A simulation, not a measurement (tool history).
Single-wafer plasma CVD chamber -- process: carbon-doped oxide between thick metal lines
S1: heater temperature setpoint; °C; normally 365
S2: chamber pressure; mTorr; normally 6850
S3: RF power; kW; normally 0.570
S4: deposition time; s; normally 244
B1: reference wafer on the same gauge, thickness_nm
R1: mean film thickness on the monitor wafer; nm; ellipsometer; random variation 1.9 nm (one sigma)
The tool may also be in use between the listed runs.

run 1 hour=0.0 | S1=365 S2=6850 S3=0.620 S4=244 | B1=1289.922 | R1=1267.931
run 2 hour=16.8 | S1=365 S2=6850 S3=0.570 S4=244 | B1=1289.829 | R1=1190.437
run 3 hour=26.3 | S1=369 S2=6850 S3=0.570 S4=244 | B1=1289.891 | R1=1181.591
run 4 hour=41.8 | S1=369 S2=6850 S3=0.570 S4=244 | B1=1290.125 | R1=1179.261
run 5 hour=85.4 | S1=365 S2=7800 S3=0.570 S4=244 | B1=1289.142 | R1=1195.361
run 6 hour=93.9 | S1=365 S2=6850 S3=0.570 S4=244 | B1=1289.720 | R1=1186.158
-- hour=105.5 gauge calibrated
-- hour=115.9 thermocouple changed; heater temperature recalibrated
run 7 hour=120.3 | S1=365 S2=6850 S3=0.570 S4=244 | B1=1290.481 | R1=1171.290
run 8 hour=135.8 | S1=365 S2=6850 S3=0.570 S4=244 | B1=1289.428 | R1=1167.745
run 9 hour=172.0 | S1=370 S2=6850 S3=0.570 S4=244 | B1=1289.755 | R1=1156.119
run 10 hour=189.3 | S1=370 S2=6850 S3=0.570 S4=244 | B1=1290.592 | R1=1157.103
run 11 hour=196.1 | S1=365 S2=6850 S3=0.570 S4=244 | B1=1290.953 | R1=1170.070
-- hour=210.8 showerhead replaced
run 12 hour=212.9 | S1=365 S2=6850 S3=0.570 S4=244 | B1=1289.636 | R1=1167.460
run 13 hour=245.9 | S1=365 S2=6850 S3=0.570 S4=244 | B1=1290.427 | R1=1167.224
-- hour=254.9 capacitance manometer re-zeroed and calibrated
run 14 hour=255.4 | S1=354 S2=5550 S3=0.495 S4=230 | B1=1290.232 | R1=984.438
run 15 hour=259.6 | S1=373 S2=6850 S3=0.500 S4=244 | B1=1289.517 | R1=1028.366
run 16 hour=267.8 | S1=365 S2=6850 S3=0.510 S4=244 | B1=1289.940 | R1=1063.935
-- hour=283.7 RF generator calibrated
run 17 hour=284.2 | S1=365 S2=6850 S3=0.570 S4=202 | B1=1290.307 | R1=1020.157
run 18 hour=294.7 | S1=359 S2=5890 S3=0.600 S4=215 | B1=1289.742 | R1=1127.128
run 19 hour=301.5 | S1=365 S2=6850 S3=0.570 S4=244 | B1=1290.078 | R1=1232.560
run 20 hour=317.3 | S1=359 S2=8170 S3=0.570 S4=244 | B1=1290.400 | R1=1259.099
run 21 hour=326.1 | S1=359 S2=6150 S3=0.525 S4=197 | B1=1289.398 | R1=936.837
run 22 hour=340.3 | S1=365 S2=5550 S3=0.570 S4=244 | B1=1290.264 | R1=1209.553
run 23 hour=354.1 | S1=369 S2=5870 S3=0.480 S4=224 | B1=1289.749 | R1=966.592

Run 24 is up next; what results do you expect?
run 24 hour=360.3 | S1=365 S2=6850 S3=0.630 S4=244 | B1=? | R1=?

Run 24 measured B1 1289.727, R1 1327.655 nm.
Minus the tool's unlogged condition, the same run would have read R1 1331.698 nm.
